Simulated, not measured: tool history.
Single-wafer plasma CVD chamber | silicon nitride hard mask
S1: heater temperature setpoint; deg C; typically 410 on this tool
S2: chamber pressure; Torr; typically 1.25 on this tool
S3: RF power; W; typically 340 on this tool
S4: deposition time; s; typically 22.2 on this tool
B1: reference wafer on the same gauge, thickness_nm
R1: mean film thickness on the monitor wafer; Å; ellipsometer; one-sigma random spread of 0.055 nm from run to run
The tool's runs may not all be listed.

| run | hour | S1 | S2 | S3 | S4 | B1 | R1 |
|---|---|---|---|---|---|---|---|
| 1 | 0.0 | 410 | 1.25 | 340 | 22.2 | 22.797 | 229.80 |
| 2 | 18.0 | 410 | 1.25 | 340 | 22.2 | 22.791 | 230.02 |
| 3 | 31.2 | 410 | 1.25 | 340 | 22.2 | 22.779 | 231.43 |
| 4 | 57.9 | 410 | 1.25 | 340 | 22.2 | 22.785 | 230.93 |
| 5 | 92.1 | 410 | 1.25 | 340 | 22.2 | 22.781 | 230.24 |
| 6 | 107.3 | 410 | 1.25 | 340 | 22.2 | 22.801 | 229.58 |
| 7 | 121.7 | 410 | 1.25 | 340 | 22.2 | 22.810 | 229.31 |
| 8 | 136.0 | 410 | 1.25 | 340 | 22.2 | 22.812 | 229.66 |
| 9 | 163.6 | 410 | 1.25 | 340 | 22.2 | 22.798 | 230.11 |
| 10 | 177.1 | 410 | 1.25 | 340 | 22.2 | 22.808 | 229.57 |
| 11 | 194.2 | 410 | 1.25 | 340 | 22.2 | 22.807 | 228.27 |
| 12 | 258.0 | 415 | 1.56 | 340 | 25.5 | 22.804 | 287.32 |
|  | 292.5 | gauge calibrated |
| 13 | 293.1 | 414 | 1.25 | 390 | 22.2 | 22.818 | 252.22 |
| 14 | 312.3 | 416 | 1.13 | 340 | 22.2 | 22.812 | 218.59 |
| 15 | 332.4 | 396 | 0.96 | 315 | 19.6 | 22.796 | 168.53 |
| 16 | 350.8 | 398 | 0.95 | 340 | 21.1 | 22.788 | 191.42 |
| 17 | 381.3 | 410 | 1.25 | 340 | 22.2 | 22.796 | 228.95 |
| 18 | 397.0 | 410 | 1.25 | 340 | 22.2 | 22.793 | 230.32 |
| 19 | 415.5 | 414 | 1.25 | 390 | 22.2 | 22.773 | 253.09 |
|  | 430.9 | RF generator calibrated |
|  | 473.5 | capacitance manometer re-zeroed and calibrated |
| 20 | 517.0 | 410 | 1.16 | 290 | 19.1 | 22.796 | 171.19 |
| 21 | 530.6 | 398 | 1.25 | 340 | 22.2 | 22.811 | 233.85 |
|  | 551.1 | thermocouple changed; heater temperature recalibrated |
| 22 | 551.6 | 406 | 1.25 | 395 | 22.2 | 22.772 | 258.84 |
|  | 579.0 | showerhead replaced |
| 23 | 582.4 | 410 | 1.34 | 280 | 22.2 | 22.800 | 205.91 |
| 24 | 608.3 | 410 | 1.25 | 385 | 24.8 | 22.807 | 282.73 |
| 25 | 621.7 | 420 | 1.25 | 305 | 19.2 | 22.817 | 183.67 |

Run 26 is up next; what results do you expect?
| 26 | 706.4 | 410 | 1.25 | 340 | 22.2 | ? | ? |

Run 26 yielded B1 22.822, R1 230.63 Å.
The same run, on a tool lacking any hidden state, would have yielded R1 235.71 Å.
